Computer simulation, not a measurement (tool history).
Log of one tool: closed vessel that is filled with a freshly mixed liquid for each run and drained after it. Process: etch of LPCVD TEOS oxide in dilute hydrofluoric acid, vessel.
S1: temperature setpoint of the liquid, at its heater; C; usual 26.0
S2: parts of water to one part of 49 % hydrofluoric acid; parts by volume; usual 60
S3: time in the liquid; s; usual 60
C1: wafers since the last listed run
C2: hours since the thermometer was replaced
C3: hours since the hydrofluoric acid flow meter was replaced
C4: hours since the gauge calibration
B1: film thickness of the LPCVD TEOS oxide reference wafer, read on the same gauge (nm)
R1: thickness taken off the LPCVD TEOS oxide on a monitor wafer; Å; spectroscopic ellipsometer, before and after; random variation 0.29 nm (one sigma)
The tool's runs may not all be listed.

run    hour    S1  S2  S3     C1      C2     C3      C4      B1     R1
  1     0.0  26.0  60  60      0   778.8  539.0   634.5  140.04  286.2
  2    71.0  26.0  60  60   9525   849.8  610.0   705.5  139.98  282.8
  3   147.8  26.0  40  60  10303   926.6  686.8   782.3  140.01  435.2
      182.1  -- hydrofluoric acid flow meter replaced
  4   253.2  26.0  60  60  14006  1032.0   71.1   887.7  140.00  307.3
  5   357.8  26.0  60  60  14033  1136.6  175.7   992.3  140.00  299.6
  6   417.3  26.0  60  60   7982  1196.1  235.2  1051.8  140.01  299.4
  7   498.2  26.0  60  60  10853  1277.0  316.1  1132.7  140.00  294.1
  8   558.1  26.0  60  60   8036  1336.9  376.0  1192.6  140.03  291.9
  9   648.9  26.0  50  60  12181  1427.7  466.8  1283.4  140.02  352.1
 10   727.7  26.0  50  60  10571  1506.5  545.6  1362.2  140.00  350.4
 11   771.1  26.0  60  35   5822  1549.9  589.0  1405.6  139.99  163.5
 12   842.7  26.0  60  35   9605  1621.5  660.6  1477.2  139.96  162.7
 13   922.0  29.0  60  60  10638  1700.8  739.9  1556.5  139.93  308.4
 14   995.1  29.0  60  60   9807  1773.9  813.0  1629.6  139.96  307.5
     1036.7  -- hydrofluoric acid flow meter replaced
 15  1085.5  29.0  60  60  11993  1864.3   48.8  1720.0  139.97  343.6
 16  1131.0  26.0  60  60   6104  1909.8   94.3  1765.5  139.97  300.5
 17  1201.4  26.0  60  60   9444  1980.2  164.7  1835.9  139.95  296.2
     1244.9  -- gauge calibrated
 18  1284.6  26.0  60  60  11162  2063.4  247.9    39.7  140.01  298.3
 19  1382.3  24.0  75  85  13107  2161.1  345.6   137.4  139.96  300.5
 20  1468.4  22.0  70  70  11551  2247.2  431.7   223.5  139.97  244.5
     1491.4  -- thermometer replaced
 21  1517.4  26.0  45  85   6439    26.0  480.7   272.5  140.01  556.3
 22  1605.7  22.0  35  90  11846   114.3  569.0   360.8  139.98  639.6
 23  1666.0  23.0  45  70   8089   174.6  629.3   421.1  140.03  395.8
 24  1754.7  29.5  30  40  11900   263.3  718.0   509.8  139.96  451.7
 25  1803.1  24.0  50  85   6493   311.7  766.4   558.2  139.97  435.0
 26  1869.3  26.0  60  60   8881   377.9  832.6   624.4  139.97  266.2
     1896.2  -- hydrofluoric acid flow meter replaced
 27  1959.2  26.0  60  60  11926   467.8   63.0   714.3  140.01  305.2
 28  2019.6  26.0  60  45   8103   528.2  123.4   774.7  140.00  228.0
 29  2090.6  22.5  60  70   9525   599.2  194.4   845.7  139.99  299.7
 30  2169.5  26.0  60  60  10585   678.1  273.3   924.6  140.00  293.4

Measured less the same run without the tool's hidden state. The same run-to-run variation is in both; the gauge's scatter may not be:
The hidden state here: liquid colder than its thermometer reads (K); hydrofluoric acid flow below the setpoint (%); gauge reads high (%).
run     R1
  1  -23.9
  2  -26.8
  3  -45.5
  4   -6.1
  5  -10.4
  6  -13.0
  7  -16.2
  8  -18.8
  9  -27.2
 10  -31.4
 11  -15.9
 12  -17.8
 13  -38.2
 14  -41.9
 15   -6.9
 16   -7.9
 17  -10.8
 18  -14.5
 19  -19.3
 20  -18.8
 21  -46.0
 22  -60.6
 23  -41.7
 24  -53.5
 25  -56.2
 26  -38.0
 27   -6.5
 28   -6.7
 29  -11.9
 30  -15.1
